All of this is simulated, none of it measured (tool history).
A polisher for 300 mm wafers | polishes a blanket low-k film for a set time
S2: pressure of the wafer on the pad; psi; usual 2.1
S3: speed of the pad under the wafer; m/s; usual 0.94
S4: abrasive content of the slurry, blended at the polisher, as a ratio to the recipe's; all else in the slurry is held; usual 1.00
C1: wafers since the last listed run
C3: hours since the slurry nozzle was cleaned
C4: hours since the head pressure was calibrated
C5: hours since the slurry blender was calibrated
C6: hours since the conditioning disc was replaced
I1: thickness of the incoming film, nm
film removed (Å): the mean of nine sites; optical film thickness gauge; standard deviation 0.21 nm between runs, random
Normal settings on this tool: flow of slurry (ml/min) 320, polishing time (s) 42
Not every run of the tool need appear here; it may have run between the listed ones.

run 1 hour=0.0 | flow_of_slurry_(ml/min)=320 S2=2.1 S3=0.94 S4=1.00 polishing_time_(s)=42 | C1=0 wafers_polished_on_this_pad=568 C3=290.9 C4=55.8 C5=259.1 C6=348.3 | I1=517.7 | film_removed_(Å)=202
run 2 hour=41.8 | flow_of_slurry_(ml/min)=320 S2=2.1 S3=0.94 S4=1.00 polishing_time_(s)=42 | C1=349 wafers_polished_on_this_pad=918 C3=332.7 C4=97.6 C5=300.9 C6=390.1 | I1=513.3 | film_removed_(Å)=199
run 3 hour=109.7 | flow_of_slurry_(ml/min)=320 S2=2.1 S3=0.94 S4=1.00 polishing_time_(s)=42 | C1=567 wafers_polished_on_this_pad=1486 C3=400.6 C4=165.5 C5=368.8 C6=458.0 | I1=508.5 | film_removed_(Å)=189
-- hour=133.8 slurry blender recalibrated
run 4 hour=135.7 | flow_of_slurry_(ml/min)=320 S2=2.1 S3=0.94 S4=1.00 polishing_time_(s)=42 | C1=200 wafers_polished_on_this_pad=1686 C3=426.6 C4=191.5 C5=1.9 C6=484.0 | I1=516.2 | film_removed_(Å)=192
-- hour=154.6 conditioning disc replaced and pad reconditioned
-- hour=163.6 worn pad replaced by a new one
run 5 hour=205.5 | flow_of_slurry_(ml/min)=320 S2=2.1 S3=0.94 S4=1.00 polishing_time_(s)=42 | C1=533 wafers_polished_on_this_pad=350 C3=496.4 C4=261.3 C5=71.7 C6=50.9 | I1=519.6 | film_removed_(Å)=202
run 6 hour=250.9 | flow_of_slurry_(ml/min)=320 S2=2.1 S3=0.94 S4=1.00 polishing_time_(s)=42 | C1=379 wafers_polished_on_this_pad=729 C3=541.8 C4=306.7 C5=117.1 C6=96.3 | I1=516.2 | film_removed_(Å)=194
run 7 hour=316.0 | flow_of_slurry_(ml/min)=320 S2=2.1 S3=1.18 S4=1.00 polishing_time_(s)=42 | C1=544 wafers_polished_on_this_pad=1274 C3=606.9 C4=371.8 C5=182.2 C6=161.4 | I1=521.1 | film_removed_(Å)=226
run 8 hour=369.4 | flow_of_slurry_(ml/min)=320 S2=2.1 S3=0.94 S4=1.00 polishing_time_(s)=42 | C1=446 wafers_polished_on_this_pad=1721 C3=660.3 C4=425.2 C5=235.6 C6=214.8 | I1=526.2 | film_removed_(Å)=187
run 9 hour=428.9 | flow_of_slurry_(ml/min)=320 S2=2.1 S3=0.94 S4=1.00 polishing_time_(s)=42 | C1=497 wafers_polished_on_this_pad=2218 C3=719.8 C4=484.7 C5=295.1 C6=274.3 | I1=521.3 | film_removed_(Å)=185
-- hour=438.6 worn pad replaced by a new one
run 10 hour=483.3 | flow_of_slurry_(ml/min)=320 S2=2.1 S3=0.94 S4=1.00 polishing_time_(s)=42 | C1=421 wafers_polished_on_this_pad=373 C3=774.2 C4=539.1 C5=349.5 C6=328.7 | I1=515.6 | film_removed_(Å)=201
-- hour=510.3 slurry blender recalibrated
run 11 hour=544.1 | flow_of_slurry_(ml/min)=320 S2=2.1 S3=0.94 S4=1.00 polishing_time_(s)=42 | C1=491 wafers_polished_on_this_pad=865 C3=835.0 C4=599.9 C5=33.8 C6=389.5 | I1=512.2 | film_removed_(Å)=196
-- hour=557.1 slurry nozzle cleaned
run 12 hour=590.6 | flow_of_slurry_(ml/min)=320 S2=2.1 S3=0.94 S4=1.00 polishing_time_(s)=42 | C1=380 wafers_polished_on_this_pad=1246 C3=33.5 C4=646.4 C5=80.3 C6=436.0 | I1=509.2 | film_removed_(Å)=194
run 13 hour=639.6 | flow_of_slurry_(ml/min)=320 S2=1.6 S3=0.94 S4=1.00 polishing_time_(s)=42 | C1=409 wafers_polished_on_this_pad=1655 C3=82.5 C4=695.4 C5=129.3 C6=485.0 | I1=525.0 | film_removed_(Å)=145
-- hour=666.3 worn pad replaced by a new one
run 14 hour=676.6 | flow_of_slurry_(ml/min)=320 S2=2.1 S3=0.94 S4=1.00 polishing_time_(s)=42 | C1=276 wafers_polished_on_this_pad=85 C3=119.5 C4=732.4 C5=166.3 C6=522.0 | I1=519.8 | film_removed_(Å)=206
run 15 hour=702.9 | flow_of_slurry_(ml/min)=320 S2=1.7 S3=0.94 S4=1.00 polishing_time_(s)=42 | C1=219 wafers_polished_on_this_pad=305 C3=145.8 C4=758.7 C5=192.6 C6=548.3 | I1=525.8 | film_removed_(Å)=160
-- hour=764.3 head pressure recalibrated
-- hour=787.3 conditioning disc replaced and pad reconditioned
run 16 hour=836.9 | flow_of_slurry_(ml/min)=320 S2=2.1 S3=1.24 S4=0.80 polishing_time_(s)=42 | C1=1087 wafers_polished_on_this_pad=1393 C3=279.8 C4=72.6 C5=326.6 C6=49.6 | I1=516.8 | film_removed_(Å)=218
-- hour=902.7 worn pad replaced by a new one, of another model than before
run 17 hour=903.2 | flow_of_slurry_(ml/min)=320 S2=2.1 S3=0.62 S4=1.00 polishing_time_(s)=42 | C1=521 wafers_polished_on_this_pad=4 C3=346.1 C4=138.9 C5=392.9 C6=115.9 | I1=524.9 | film_removed_(Å)=165
-- hour=918.8 slurry blender recalibrated
run 18 hour=958.5 | flow_of_slurry_(ml/min)=320 S2=2.1 S3=0.94 S4=1.00 polishing_time_(s)=42 | C1=445 wafers_polished_on_this_pad=450 C3=401.4 C4=194.2 C5=39.7 C6=171.2 | I1=513.4 | film_removed_(Å)=200
run 19 hour=988.5 | flow_of_slurry_(ml/min)=415 S2=2.1 S3=0.94 S4=1.00 polishing_time_(s)=56 | C1=250 wafers_polished_on_this_pad=701 C3=431.4 C4=224.2 C5=69.7 C6=201.2 | I1=518.4 | film_removed_(Å)=270
run 20 hour=1027.2 | flow_of_slurry_(ml/min)=320 S2=2.1 S3=1.24 S4=0.80 polishing_time_(s)=42 | C1=323 wafers_polished_on_this_pad=1024 C3=470.1 C4=262.9 C5=108.4 C6=239.9 | I1=523.0 | film_removed_(Å)=208
run 21 hour=1062.9 | flow_of_slurry_(ml/min)=320 S2=2.1 S3=0.94 S4=1.00 polishing_time_(s)=54 | C1=298 wafers_polished_on_this_pad=1323 C3=505.8 C4=298.6 C5=144.1 C6=275.6 | I1=515.4 | film_removed_(Å)=251
run 22 hour=1099.8 | flow_of_slurry_(ml/min)=240 S2=2.1 S3=0.94 S4=1.00 polishing_time_(s)=42 | C1=308 wafers_polished_on_this_pad=1632 C3=542.7 C4=335.5 C5=181.0 C6=312.5 | I1=521.1 | film_removed_(Å)=183
-- hour=1119.0 worn pad replaced by a new one
run 23 hour=1139.1 | flow_of_slurry_(ml/min)=320 S2=1.5 S3=1.16 S4=0.85 polishing_time_(s)=56 | C1=295 wafers_polished_on_this_pad=168 C3=582.0 C4=374.8 C5=220.3 C6=351.8 | I1=518.4 | film_removed_(Å)=221
run 24 hour=1170.3 | flow_of_slurry_(ml/min)=320 S2=2.1 S3=0.94 S4=1.10 polishing_time_(s)=52 | C1=260 wafers_polished_on_this_pad=429 C3=613.2 C4=406.0 C5=251.5 C6=383.0 | I1=519.9 | film_removed_(Å)=257
run 25 hour=1225.5 | flow_of_slurry_(ml/min)=320 S2=2.1 S3=0.94 S4=1.30 polishing_time_(s)=42 | C1=461 wafers_polished_on_this_pad=890 C3=668.4 C4=461.2 C5=306.7 C6=438.2 | I1=515.2 | film_removed_(Å)=213

State the hidden condition of the tool at each of the runs:
slurry flow missing at the pad, %: 0 across all the runs
deviation of the head's pressure from its setpoint, %: 0 across all the runs
abrasive missing from the slurry, %: 0 across all the runs
time polished since the conditioner stopped cutting, s: 0 across all the runs
H1: removal rate lost through wear of the pad, %
run=1 H1=2.33
run=2 H1=3.71
run=3 H1=5.96
run=4 H1=6.82
run=5 H1=2.48
run=6 H1=3.98
run=7 H1=6.13
run=8 H1=7.89
run=9 H1=9.86
run=10 H1=2.67
run=11 H1=4.68
run=12 H1=6.21
run=13 H1=7.83
run=14 H1=0.532
run=15 H1=1.4
run=16 H1=5.83
run=17 H1=1.34
run=18 H1=3.17
run=19 H1=4.16
run=20 H1=5.44
run=21 H1=6.62
run=22 H1=7.84
run=23 H1=1.83
run=24 H1=2.86
run=25 H1=4.68
